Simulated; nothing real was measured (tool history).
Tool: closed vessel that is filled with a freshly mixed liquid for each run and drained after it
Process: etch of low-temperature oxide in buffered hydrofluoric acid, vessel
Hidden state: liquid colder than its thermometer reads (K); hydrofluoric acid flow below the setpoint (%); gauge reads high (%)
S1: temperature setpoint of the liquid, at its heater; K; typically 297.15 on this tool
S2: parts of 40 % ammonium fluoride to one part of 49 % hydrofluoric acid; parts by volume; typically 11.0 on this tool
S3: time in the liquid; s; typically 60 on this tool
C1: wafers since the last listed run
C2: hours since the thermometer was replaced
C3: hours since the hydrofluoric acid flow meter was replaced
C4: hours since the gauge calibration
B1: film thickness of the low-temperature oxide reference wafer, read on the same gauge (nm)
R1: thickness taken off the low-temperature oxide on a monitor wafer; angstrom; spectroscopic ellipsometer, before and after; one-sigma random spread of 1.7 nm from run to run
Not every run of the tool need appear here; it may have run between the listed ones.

Run 1, day 0.000: usual settings but S3 75 s; C1 0; C2 686.5; C3 752.0; C4 359.5; B1 40.04. Result: R1 2941.8 angstrom.
Run 2, day 0.617: usual settings; C1 1040; C2 701.3; C3 766.8; C4 374.3; B1 39.99. Result: R1 2374.9 angstrom.
Run 3, day 1.125: usual settings; C1 857; C2 713.5; C3 779.0; C4 386.5; B1 40.01. Result: R1 2363.7 angstrom.
Run 4, day 2.033: usual settings; C1 1533; C2 735.3; C3 800.8; C4 408.3; B1 40.03. Result: R1 2373.8 angstrom.
Run 5, day 2.612: usual settings; C1 977; C2 749.2; C3 814.7; C4 422.2; B1 39.95. Result: R1 2376.4 angstrom.
At day 3.146: gauge calibrated.
Run 6, day 4.025: usual settings; C1 2384; C2 783.1; C3 848.6; C4 21.1; B1 40.03. Result: R1 2364.8 angstrom.
Run 7, day 5.283: usual settings; C1 2123; C2 813.3; C3 878.8; C4 51.3; B1 40.03. Result: R1 2389.9 angstrom.
Run 8, day 6.542: usual settings; C1 2123; C2 843.5; C3 909.0; C4 81.5; B1 39.96. Result: R1 2352.1 angstrom.
Run 9, day 7.858: usual settings; C1 2222; C2 875.1; C3 940.6; C4 113.1; B1 40.02. Result: R1 2351.5 angstrom.
Run 10, day 9.033: usual settings but S1 294.65 K, S3 85 s; C1 1983; C2 903.3; C3 968.8; C4 141.3; B1 40.02. Result: R1 2876.4 angstrom.
Run 11, day 10.300: usual settings but S1 294.65 K, S3 85 s; C1 2137; C2 933.7; C3 999.2; C4 171.7; B1 40.02. Result: R1 2894.7 angstrom.
Run 12, day 11.571: usual settings but S1 294.65 K, S3 85 s; C1 2144; C2 964.2; C3 1029.7; C4 202.2; B1 39.98. Result: R1 2881.6 angstrom.
At day 12.183: hydrofluoric acid flow meter replaced.
Run 13, day 13.258: usual settings but S1 300.15 K; C1 2777; C2 1004.7; C3 25.8; C4 242.7; B1 40.02. Result: R1 2748.1 angstrom.
Run 14, day 14.638: usual settings but S1 300.15 K, S2 9.5 parts by volume; C1 2327; C2 1037.8; C3 58.9; C4 275.8; B1 40.01. Result: R1 3108.6 angstrom.
Run 15, day 15.179: usual settings but S1 300.15 K, S2 9.5 parts by volume; C1 914; C2 1050.8; C3 71.9; C4 288.8; B1 40.00. Result: R1 3060.8 angstrom.
Run 16, day 15.846: usual settings but S1 301.15 K, S2 13.0 parts by volume, S3 35 s; C1 1125; C2 1066.8; C3 87.9; C4 304.8; B1 40.04. Result: R1 1437.4 angstrom.
Run 17, day 16.612: usual settings but S3 45 s; C1 1294; C2 1085.2; C3 106.3; C4 323.2; B1 40.00. Result: R1 1734.2 angstrom.
Run 18, day 17.458: usual settings but S1 300.65 K, S2 12.5 parts by volume; C1 1427; C2 1105.5; C3 126.6; C4 343.5; B1 39.98. Result: R1 2457.6 angstrom.
Run 19, day 18.629: usual settings but S2 13.5 parts by volume; C1 1976; C2 1133.6; C3 154.7; C4 371.6; B1 39.98. Result: R1 1894.2 angstrom.
Run 20, day 19.754: usual settings but S1 299.65 K, S2 8.0 parts by volume, S3 40 s; C1 1898; C2 1160.6; C3 181.7; C4 398.6; B1 40.02. Result: R1 2330.4 angstrom.
Run 21, day 20.588: usual settings but S1 292.65 K; C1 1406; C2 1180.6; C3 201.7; C4 418.6; B1 39.97. Result: R1 1775.7 angstrom.
Run 22, day 21.096: usual settings but S1 301.65 K, S2 10.0 parts by volume, S3 85 s; C1 857; C2 1192.8; C3 213.9; C4 430.8; B1 40.04. Result: R1 4577.1 angstrom.
Run 23, day 21.762: usual settings; C1 1125; C2 1208.8; C3 229.9; C4 446.8; B1 40.03. Result: R1 2271.2 angstrom.
Run 24, day 22.883: usual settings but S1 301.15 K, S2 12.0 parts by volume, S3 30 s; C1 1891; C2 1235.7; C3 256.8; C4 473.7; B1 39.99. Result: R1 1309.1 angstrom.
At day 23.079: thermometer replaced.
At day 23.183: gauge calibrated.
Run 25, day 23.446: usual settings but S3 40 s; C1 879; C2 8.8; C3 270.3; C4 6.3; B1 40.01. Result: R1 1691.4 angstrom.
Run 26, day 24.762: usual settings; C1 2222; C2 40.4; C3 301.9; C4 37.9; B1 39.98. Result: R1 2533.4 angstrom.
Run 27, day 26.021: usual settings but S1 301.65 K, S2 13.0 parts by volume; C1 2123; C2 70.6; C3 332.1; C4 68.1; B1 40.00. Result: R1 2743.7 angstrom.
Run 28, day 27.138: usual settings; C1 1884; C2 97.4; C3 358.9; C4 94.9; B1 40.02. Result: R1 2506.1 angstrom.
Run 29, day 28.483: usual settings; C1 2271; C2 129.7; C3 391.2; C4 127.2; B1 39.99. Result: R1 2526.7 angstrom.
Run 30, day 29.917: usual settings but S2 9.0 parts by volume, S3 75 s; C1 2419; C2 164.1; C3 425.6; C4 161.6; B1 40.00. Result: R1 3641.4 angstrom.
Run 31, day 30.950: usual settings; C1 1744; C2 188.9; C3 450.4; C4 186.4; B1 40.01. Result: R1 2498.2 angstrom.
Run 32, day 31.892: usual settings; C1 1589; C2 211.5; C3 473.0; C4 209.0; B1 40.01. Result: R1 2502.3 angstrom.

Predict each of these 4 candidate next runs independently; none follows another, all start after run 32:
Run A, day 31.921: usual settings but S2 8.0 parts by volume; C1 49; C2 212.2; C3 473.7; C4 209.7; B1 ?. Result: R1 ?.
Run B, day 31.921: usual settings but S2 9.0 parts by volume, S3 50 s; C1 49; C2 212.2; C3 473.7; C4 209.7; B1 ?. Result: R1 ?.
Run C, day 31.921: usual settings but S1 294.15 K, S2 14.5 parts by volume, S3 80 s; C1 49; C2 212.2; C3 473.7; C4 209.7; B1 ?. Result: R1 ?.
Run D, day 31.921: usual settings but S1 294.65 K, S3 50 s; C1 49; C2 212.2; C3 473.7; C4 209.7; B1 ?. Result: R1 ?.

run     B1      R1
  A  40.05  3340.8
  B  40.05  2450.1
  C  40.05  2161.4
  D  40.05  1820.6
With the hidden condition removed and each run's random variation left untouched, the same runs would have given:
run      R1
  A  3420.1
  B  2508.3
  C  2213.9
  D  1864.6
